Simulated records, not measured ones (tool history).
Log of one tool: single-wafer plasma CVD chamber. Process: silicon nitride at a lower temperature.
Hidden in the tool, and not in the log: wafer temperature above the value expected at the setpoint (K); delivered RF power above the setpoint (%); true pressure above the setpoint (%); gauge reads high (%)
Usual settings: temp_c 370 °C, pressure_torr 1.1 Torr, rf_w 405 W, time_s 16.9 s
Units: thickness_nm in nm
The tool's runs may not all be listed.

| run | hour | temp_c | pressure_torr | rf_w | time_s | wafers since the last listed run | hours since the last thermocouple change | hours since the last RF generator calibration | hours since the last manometer calibration | hours since the showerhead was replaced | hours since the gauge calibration | read-back reference wafer on the same gauge, thickness_nm | thickness_nm |
|---|---|---|---|---|---|---|---|---|---|---|---|---|---|
| 1 | 0 | 370 | 1.1 | 405 | 16.9 | 0 | 1837.4 | 690.9 | 2548.3 | 2814.2 | 167.8 | 23.679 | 21.319 |
| 2 | 14.2 | 370 | 1.1 | 405 | 16.9 | 274 | 1851.6 | 705.1 | 2562.5 | 2828.4 | 182 | 23.707 | 21.42 |
|  | 29.1 | gauge calibrated |
| 3 | 39.1 | 370 | 1.1 | 405 | 16.9 | 480 | 1876.5 | 730 | 2587.4 | 2853.3 | 10 | 23.687 | 21.462 |
| 4 | 76.2 | 370 | 1.1 | 405 | 16.9 | 715 | 1913.6 | 767.1 | 2624.5 | 2890.4 | 47.1 | 23.672 | 21.382 |
| 5 | 93.5 | 379 | 1.1 | 405 | 16.9 | 333 | 1930.9 | 784.4 | 2641.8 | 2907.7 | 64.4 | 23.7 | 21.426 |
| 6 | 126.5 | 370 | 1.1 | 405 | 16.9 | 636 | 1963.9 | 817.4 | 2674.8 | 2940.7 | 97.4 | 23.692 | 21.474 |
|  | 154.8 | capacitance manometer re-zeroed and calibrated |
| 7 | 161.9 | 370 | 1.1 | 405 | 16.9 | 528 | 1999.3 | 852.8 | 7.1 | 2976.1 | 132.8 | 23.758 | 21.406 |
|  | 193.2 | thermocouple changed; heater temperature recalibrated |
| 8 | 193.7 | 370 | 1.1 | 405 | 16.9 | 459 | 0.5 | 884.6 | 38.9 | 3007.9 | 164.6 | 23.674 | 21.506 |
|  | 216 | RF generator calibrated |
| 9 | 216.5 | 370 | 0.89 | 405 | 16.9 | 285 | 23.3 | 0.5 | 61.7 | 3030.7 | 187.4 | 23.715 | 19.936 |
| 10 | 237.1 | 365 | 1.01 | 470 | 16.9 | 397 | 43.9 | 21.1 | 82.3 | 3051.3 | 208 | 23.666 | 23.655 |
| 11 | 268.5 | 370 | 1.1 | 405 | 16.9 | 605 | 75.3 | 52.5 | 113.7 | 3082.7 | 239.4 | 23.739 | 22.521 |
|  | 288.3 | gauge calibrated |
| 12 | 291.5 | 370 | 1.1 | 405 | 15.7 | 443 | 98.3 | 75.5 | 136.7 | 3105.7 | 3.2 | 23.674 | 20.844 |
|  | 302.2 | showerhead replaced |
| 13 | 316.5 | 370 | 1.1 | 405 | 16.9 | 328 | 123.3 | 100.5 | 161.7 | 14.3 | 28.2 | 23.68 | 22.449 |
| 14 | 346.9 | 363 | 1.22 | 405 | 15 | 586 | 153.7 | 130.9 | 192.1 | 44.7 | 58.6 | 23.693 | 20.845 |
| 15 | 368.2 | 370 | 1.1 | 405 | 14.1 | 411 | 175 | 152.2 | 213.4 | 66 | 79.9 | 23.669 | 18.481 |
| 16 | 380.6 | 378 | 1.1 | 405 | 18.4 | 239 | 187.4 | 164.6 | 225.8 | 78.4 | 92.3 | 23.749 | 24.034 |
| 17 | 402.6 | 370 | 1.1 | 445 | 16.9 | 424 | 209.4 | 186.6 | 247.8 | 100.4 | 114.3 | 23.701 | 23.412 |

Forecast each of these 4 alternatives for the next run:
| A | 403 | 370 | 1.1 | 405 | 14 | 7 | 209.8 | 187 | 248.2 | 100.8 | 114.7 | ? | ? |
| B | 403 | 370 | 0.97 | 475 | 16.9 | 7 | 209.8 | 187 | 248.2 | 100.8 | 114.7 | ? | ? |
| C | 403 | 363 | 1.33 | 405 | 14.8 | 7 | 209.8 | 187 | 248.2 | 100.8 | 114.7 | ? | ? |
| D | 403 | 380 | 1.1 | 405 | 16.9 | 7 | 209.8 | 187 | 248.2 | 100.8 | 114.7 | ? | ? |

| run | read-back reference wafer on the same gauge, thickness_nm | thickness_nm |
|---|---|---|
| A | 23.681 | 18.351 |
| B | 23.681 | 22.621 |
| C | 23.681 | 21.253 |
| D | 23.681 | 22.054 |
Without the tool's hidden state the same runs would have given:
| run | thickness_nm |
|---|---|
| A | 18.858 |
| B | 23.239 |
| C | 21.841 |
| D | 22.664 |
